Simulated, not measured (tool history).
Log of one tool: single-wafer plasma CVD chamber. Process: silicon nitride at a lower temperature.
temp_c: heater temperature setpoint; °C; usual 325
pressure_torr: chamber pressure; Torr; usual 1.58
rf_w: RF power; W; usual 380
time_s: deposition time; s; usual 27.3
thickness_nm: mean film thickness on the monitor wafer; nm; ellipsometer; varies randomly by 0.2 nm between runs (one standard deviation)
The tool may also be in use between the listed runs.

run,hour,temp_c,pressure_torr,rf_w,time_s,wafers since the last listed run,hours since the last thermocouple change,hours since the last RF generator calibration,hours since the last manometer calibration,hours since the showerhead was replaced,hours since the gauge calibration,"read-back reference wafer on the same gauge, thickness_nm",thickness_nm
1,0,325,1.58,380,27.3,0,1926.7,41.5,787.2,5608.4,1800.3,34.572,41.16
# hour 17.4: gauge calibrated
2,27.1,325,1.58,380,27.3,404,1953.8,68.6,814.3,5635.5,9.7,34.602,40.987
3,61.6,325,1.58,380,27.3,514,1988.3,103.1,848.8,5670,44.2,34.606,40.717
4,116,333,1.58,380,27.3,811,2042.7,157.5,903.2,5724.4,98.6,34.549,40.811
5,177.7,333,1.58,380,27.3,920,2104.4,219.2,964.9,5786.1,160.3,34.631,40.777
6,222.9,325,1.58,380,27.3,674,2149.6,264.4,1010.1,5831.3,205.5,34.632,41.182
7,287.9,325,1.58,380,27.3,969,2214.6,329.4,1075.1,5896.3,270.5,34.575,41.24
8,342.3,329,1.3,380,27.3,811,2269,383.8,1129.5,5950.7,324.9,34.613,38.905
9,373.5,312,1.27,380,27.3,465,2300.2,415,1160.7,5981.9,356.1,34.611,38.725
# hour 428.6: capacitance manometer re-zeroed and calibrated
# hour 460.7: thermocouple changed; heater temperature recalibrated
10,487.3,325,1.58,450,23.1,1459,26.6,528.8,58.7,6095.7,469.9,34.602,37.668
11,539.1,325,1.58,380,27.3,772,78.4,580.6,110.5,6147.5,521.7,34.61,40.202
12,595.1,325,1.95,405,27.3,835,134.4,636.6,166.5,6203.5,577.7,34.595,44.778
13,661,325,1.58,380,27.3,983,200.3,702.5,232.4,6269.4,643.6,34.58,40.796
14,711.9,330,1.4,325,30.5,759,251.2,753.4,283.3,6320.3,694.5,34.592,39.676
# hour 727.4: showerhead replaced, of another model than before
15,766.4,325,1.58,380,27.3,693,305.7,807.9,337.8,39,749,34.62,40.838
16,815.8,318,1.86,335,27.3,736,355.1,857.3,387.2,88.4,798.4,34.58,39.987
17,884,325,1.58,380,27.3,1017,423.3,925.5,455.4,156.6,866.6,34.601,40.689
18,932.9,332,1.58,425,27.3,729,472.2,974.4,504.3,205.5,915.5,34.583,42.705
# hour 967.8: RF generator calibrated
19,968.3,325,1.23,380,27.3,408,507.6,0.5,539.7,240.9,950.9,34.643,39.48
20,1022.5,325,1.58,380,27.3,808,561.8,54.7,593.9,295.1,1005.1,34.614,40.876
21,1054,325,1.58,380,27.3,469,593.3,86.2,625.4,326.6,1036.6,34.602,40.617
22,1101.8,311,1.88,450,30.9,713,641.1,134,673.2,374.4,1084.4,34.585,51.552
23,1157.4,312,1.27,315,32.3,829,696.7,189.6,728.8,430,1140,34.642,43.659
24,1196,325,1.58,420,24.2,575,735.3,228.2,767.4,468.6,1178.6,34.61,37.854
25,1262.6,325,1.58,320,32,993,801.9,294.8,834,535.2,1245.2,34.64,44.646
26,1333.7,329,1.58,380,27.3,1060,873,365.9,905.1,606.3,1316.3,34.556,40.686
27,1389,325,1.58,380,27.3,824,928.3,421.2,960.4,661.6,1371.6,34.645,40.68
28,1452.3,325,1.58,420,27.3,944,991.6,484.5,1023.7,724.9,1434.9,34.603,42.372
29,1523.6,325,1.41,380,27.3,1063,1062.9,555.8,1095,796.2,1506.2,34.575,40.156

3 ways to go on from here, each from the tool as it stands after run 29. What would each give?
A,1524,325,1.58,380,32.6,5,1063.3,556.2,1095.4,796.6,1506.6,?,?
B,1524,333,1.2,415,24.9,5,1063.3,556.2,1095.4,796.6,1506.6,?,?
C,1524,311,1.95,340,32.7,5,1063.3,556.2,1095.4,796.6,1506.6,?,?

run,"read-back reference wafer on the same gauge, thickness_nm",thickness_nm
A,34.616,49.018
B,34.616,37.029
C,34.616,48.965
Had the tool no hidden state, the same runs would have come out as:
run,thickness_nm
A,48.489
B,36.62
C,48.449
